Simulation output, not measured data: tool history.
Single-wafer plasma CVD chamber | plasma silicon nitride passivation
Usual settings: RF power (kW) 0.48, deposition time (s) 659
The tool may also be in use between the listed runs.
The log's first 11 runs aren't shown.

| run | hour | RF power (kW) | deposition time (s) | read-back reference wafer on the same gauge, thickness_nm | mean film thickness on the monitor wafer (nm) |
|---|---|---|---|---|---|
| 12 | 560.5 | 0.48 | 591 | 1149.169 | 850.466 |
| 13 | 616.6 | 0.425 | 659 | 1147.672 | 925.223 |
|  | 635.1 | RF generator calibrated |
| 14 | 653.5 | 0.425 | 659 | 1148.809 | 941.722 |
| 15 | 708.6 | 0.425 | 659 | 1150.28 | 939.467 |
|  | 743.8 | showerhead replaced |
| 16 | 773.2 | 0.48 | 659 | 1148.259 | 976.619 |
|  | 786.7 | gauge calibrated |
| 17 | 808.9 | 0.48 | 659 | 1148.3 | 972.804 |
| 18 | 856.8 | 0.48 | 659 | 1149.802 | 977.222 |
| 19 | 917 | 0.48 | 659 | 1150.376 | 970.451 |
| 20 | 965.6 | 0.445 | 618 | 1148.606 | 891.294 |
| 21 | 991.2 | 0.48 | 659 | 1149.174 | 968.493 |
| 22 | 1035.7 | 0.515 | 659 | 1147.141 | 983.222 |
| 23 | 1101.2 | 0.43 | 659 | 1148.003 | 934.424 |
| 24 | 1142.2 | 0.48 | 537 | 1147.599 | 785.53 |
| 25 | 1180.7 | 0.48 | 659 | 1149.511 | 964.572 |
| 26 | 1229.2 | 0.48 | 659 | 1150.102 | 958.409 |
| 27 | 1284.6 | 0.48 | 617 | 1149.295 | 900.669 |
| 28 | 1319.6 | 0.545 | 712 | 1147.803 | 1073.635 |
| 29 | 1364.4 | 0.39 | 713 | 1149.655 | 980.851 |
| 30 | 1424.7 | 0.48 | 659 | 1149.202 | 965.145 |
| 31 | 1477 | 0.48 | 553 | 1149.931 | 803.998 |
| 32 | 1530.4 | 0.395 | 731 | 1148.556 | 999.796 |

Forecast each of these 3 alternatives for the next run:
| A | 1531 | 0.48 | 585 | ? | ? |
| B | 1531 | 0.51 | 659 | ? | ? |
| C | 1531 | 0.525 | 659 | ? | ? |

| run | read-back reference wafer on the same gauge, thickness_nm | mean film thickness on the monitor wafer (nm) |
|---|---|---|
| A | 1150.172 | 855.181 |
| B | 1150.172 | 979.857 |
| C | 1150.172 | 987.869 |
Without the tool's hidden state the same runs would have given:
| run | mean film thickness on the monitor wafer (nm) |
|---|---|
| A | 872.654 |
| B | 999.877 |
| C | 1008.053 |

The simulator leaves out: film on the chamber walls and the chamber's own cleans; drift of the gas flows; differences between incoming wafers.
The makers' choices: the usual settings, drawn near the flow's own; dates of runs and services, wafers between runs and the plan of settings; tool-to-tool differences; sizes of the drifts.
